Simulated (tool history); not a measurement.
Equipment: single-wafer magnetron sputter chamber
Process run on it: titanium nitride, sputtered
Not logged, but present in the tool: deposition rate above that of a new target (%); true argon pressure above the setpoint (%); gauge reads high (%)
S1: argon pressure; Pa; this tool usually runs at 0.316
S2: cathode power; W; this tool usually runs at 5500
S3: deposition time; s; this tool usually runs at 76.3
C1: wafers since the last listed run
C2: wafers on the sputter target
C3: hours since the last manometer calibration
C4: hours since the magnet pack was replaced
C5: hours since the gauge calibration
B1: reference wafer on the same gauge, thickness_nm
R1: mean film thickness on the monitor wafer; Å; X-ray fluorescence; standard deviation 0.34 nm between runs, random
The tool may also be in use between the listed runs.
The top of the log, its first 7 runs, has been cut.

At hour 677.5: sputter target and shields replaced.
Run 8, hour 721.6: usual settings; C1 794; C2 728; C3 56.6; C4 12260.7; C5 1575.9; B1 92.701. Result: R1 845.12 Å.
Run 9, hour 788.9: usual settings; C1 1111; C2 1840; C3 123.9; C4 12328.0; C5 1643.2; B1 92.711. Result: R1 833.60 Å.
Run 10, hour 873.2: usual settings; C1 1391; C2 3231; C3 208.2; C4 12412.3; C5 1727.5; B1 92.713. Result: R1 826.85 Å.
At hour 890.6: magnet pack replaced.
Run 11, hour 975.2: usual settings; C1 1552; C2 4783; C3 310.2; C4 84.6; C5 1829.5; B1 92.679. Result: R1 818.52 Å.
Run 12, hour 1016.9: usual settings but S1 0.348 Pa; C1 688; C2 5472; C3 351.9; C4 126.3; C5 1871.2; B1 92.551. Result: R1 809.09 Å.
Run 13, hour 1057.9: usual settings but S1 0.348 Pa; C1 676; C2 6149; C3 392.9; C4 167.3; C5 1912.2; B1 92.667. Result: R1 808.19 Å.
Run 14, hour 1135.8: usual settings; C1 1286; C2 7435; C3 470.8; C4 245.2; C5 1990.1; B1 92.805. Result: R1 815.13 Å.
Run 15, hour 1225.6: usual settings but S3 88.0 s; C1 1482; C2 8918; C3 560.6; C4 335.0; C5 2079.9; B1 92.772. Result: R1 930.46 Å.
Run 16, hour 1325.0: usual settings but S1 0.426 Pa; C1 1641; C2 10559; C3 660.0; C4 434.4; C5 2179.3; B1 92.703. Result: R1 772.27 Å.
At hour 1376.8: sputter target and shields replaced.
Run 17, hour 1427.8: usual settings but S1 0.381 Pa, S2 6700 W, S3 82.9 s; C1 1565; C2 842; C3 762.8; C4 537.2; C5 2282.1; B1 92.798. Result: R1 1032.46 Å.
Run 18, hour 1497.6: usual settings but S2 4750 W, S3 63.8 s; C1 1152; C2 1994; C3 832.6; C4 607.0; C5 2351.9; B1 92.794. Result: R1 607.60 Å.
Run 19, hour 1553.4: usual settings but S3 68.2 s; C1 921; C2 2915; C3 888.4; C4 662.8; C5 2407.7; B1 92.645. Result: R1 726.81 Å.
Run 20, hour 1594.0: usual settings but S2 5900 W, S3 84.2 s; C1 670; C2 3586; C3 929.0; C4 703.4; C5 2448.3; B1 92.701. Result: R1 948.61 Å.

Run 21 comes next. What will it give?
Run 21, hour 1697.0: usual settings; C1 1700; C2 5286; C3 1032.0; C4 806.4; C5 2551.3; B1 ?. Result: R1 ?.

Logged for run 21: B1 92.776, R1 805.43 Å.
Were there no unlogged condition in the tool, this run, its random variation unchanged, would have produced R1 855.48 Å.

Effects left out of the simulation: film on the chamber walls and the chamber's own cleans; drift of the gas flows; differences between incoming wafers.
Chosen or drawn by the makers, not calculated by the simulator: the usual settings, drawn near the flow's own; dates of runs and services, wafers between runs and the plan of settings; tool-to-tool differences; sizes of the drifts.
